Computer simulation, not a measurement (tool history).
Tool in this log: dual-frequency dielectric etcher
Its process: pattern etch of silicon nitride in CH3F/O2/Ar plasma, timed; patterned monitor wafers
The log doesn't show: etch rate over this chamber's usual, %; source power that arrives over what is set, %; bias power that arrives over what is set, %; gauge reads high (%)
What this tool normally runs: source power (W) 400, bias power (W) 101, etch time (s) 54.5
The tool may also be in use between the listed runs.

run,hour,source power (W),bias power (W),etch time (s),wafers since the last listed run,hours since the last wet clean,hours since the last source power generator calibration,hours since the last bias power generator calibration,hours since the last upper electrode change,hours since the gauge calibration,"read-back reference wafer on the same gauge, depth_nm",mean etch depth across the wafer (Å)
1,0.0,400,101,41.5,0,439.3,1355.9,2761.7,5453.1,1569.3,37.53,337.7
2,56.2,400,101,54.5,435,495.5,1412.1,2817.9,5509.3,1625.5,37.62,434.1
# hour 128.3: wet clean of the chamber, repeated, since the last time left the tool worse
3,128.8,400,101,54.5,376,0.5,1484.7,2890.5,5581.9,1698.1,37.57,424.2
4,170.2,400,101,54.5,320,41.9,1526.1,2931.9,5623.3,1739.5,37.63,427.2
5,200.8,400,101,54.5,237,72.5,1556.7,2962.5,5653.9,1770.1,37.53,425.0
# hour 216.2: gauge calibrated
6,268.6,400,101,54.5,525,140.3,1624.5,3030.3,5721.7,52.4,37.57,421.5
7,327.0,380,101,54.5,452,198.7,1682.9,3088.7,5780.1,110.8,37.58,411.4
8,366.8,460,78,64.5,308,238.5,1722.7,3128.5,5819.9,150.6,37.68,480.7
# hour 425.7: source power generator calibrated
9,435.7,400,118,54.5,502,307.4,10.0,3197.4,5888.8,219.5,37.52,445.1
10,480.1,400,101,41.5,343,351.8,54.4,3241.8,5933.2,263.9,37.63,314.4
11,514.1,400,101,54.5,263,385.8,88.4,3275.8,5967.2,297.9,37.64,409.0
12,580.1,400,101,54.5,511,451.8,154.4,3341.8,6033.2,363.9,37.55,412.1
# hour 620.1: upper electrode replaced
# hour 729.9: wet clean of the chamber
13,765.4,450,101,54.5,1063,35.5,339.7,3527.1,145.3,549.2,37.69,449.2
14,812.2,400,101,54.5,362,82.3,386.5,3573.9,192.1,596.0,37.53,427.1
15,850.8,430,122,59.0,299,120.9,425.1,3612.5,230.7,634.6,37.67,510.2
16,910.5,430,101,67.5,462,180.6,484.8,3672.2,290.4,694.3,37.73,542.4
17,981.3,400,101,54.5,548,251.4,555.6,3743.0,361.2,765.1,37.56,422.5
18,1039.5,450,109,62.0,450,309.6,613.8,3801.2,419.4,823.3,37.64,516.1
19,1090.0,430,91,42.0,391,360.1,664.3,3851.7,469.9,873.8,37.69,317.7
# hour 1115.9: bias power generator calibrated
20,1131.5,360,120,42.0,290,401.6,705.8,15.6,511.4,915.3,37.46,326.5
21,1172.1,430,120,41.0,314,442.2,746.4,56.2,552.0,955.9,37.62,341.5
# hour 1255.8: wet clean of the chamber
22,1337.3,370,120,68.0,1093,81.5,911.6,221.4,717.2,1121.1,37.55,550.6
23,1384.6,400,101,71.0,366,128.8,958.9,268.7,764.5,1168.4,37.52,553.0
24,1441.0,360,120,69.5,436,185.2,1015.3,325.1,820.9,1224.8,37.60,546.9
25,1469.9,350,123,61.0,223,214.1,1044.2,354.0,849.8,1253.7,37.60,481.5
26,1497.5,310,111,48.5,213,241.7,1071.8,381.6,877.4,1281.3,37.74,344.3
27,1537.5,350,116,39.5,309,281.7,1111.8,421.6,917.4,1321.3,37.61,299.3
28,1591.6,400,118,54.5,419,335.8,1165.9,475.7,971.5,1375.4,37.64,443.3
29,1623.1,450,109,62.0,244,367.3,1197.4,507.2,1003.0,1406.9,37.57,509.2
30,1662.8,400,101,64.5,307,407.0,1237.1,546.9,1042.7,1446.6,37.47,489.8

Branching from run 30: 3 alternative next runs. What would each branch give?
A,1663.2,400,101,54.5,3,407.4,1237.5,547.3,1043.1,1447.0,?,?
B,1663.2,400,95,54.5,3,407.4,1237.5,547.3,1043.1,1447.0,?,?
C,1663.2,430,92,64.0,3,407.4,1237.5,547.3,1043.1,1447.0,?,?

run,"read-back reference wafer on the same gauge, depth_nm",mean etch depth across the wafer (Å)
A,37.65,408.7
B,37.65,399.3
C,37.65,478.8
Take away the tool's hidden state, keep each run's random variation, and the runs would have read:
run,mean etch depth across the wafer (Å)
A,422.8
B,413.1
C,495.4

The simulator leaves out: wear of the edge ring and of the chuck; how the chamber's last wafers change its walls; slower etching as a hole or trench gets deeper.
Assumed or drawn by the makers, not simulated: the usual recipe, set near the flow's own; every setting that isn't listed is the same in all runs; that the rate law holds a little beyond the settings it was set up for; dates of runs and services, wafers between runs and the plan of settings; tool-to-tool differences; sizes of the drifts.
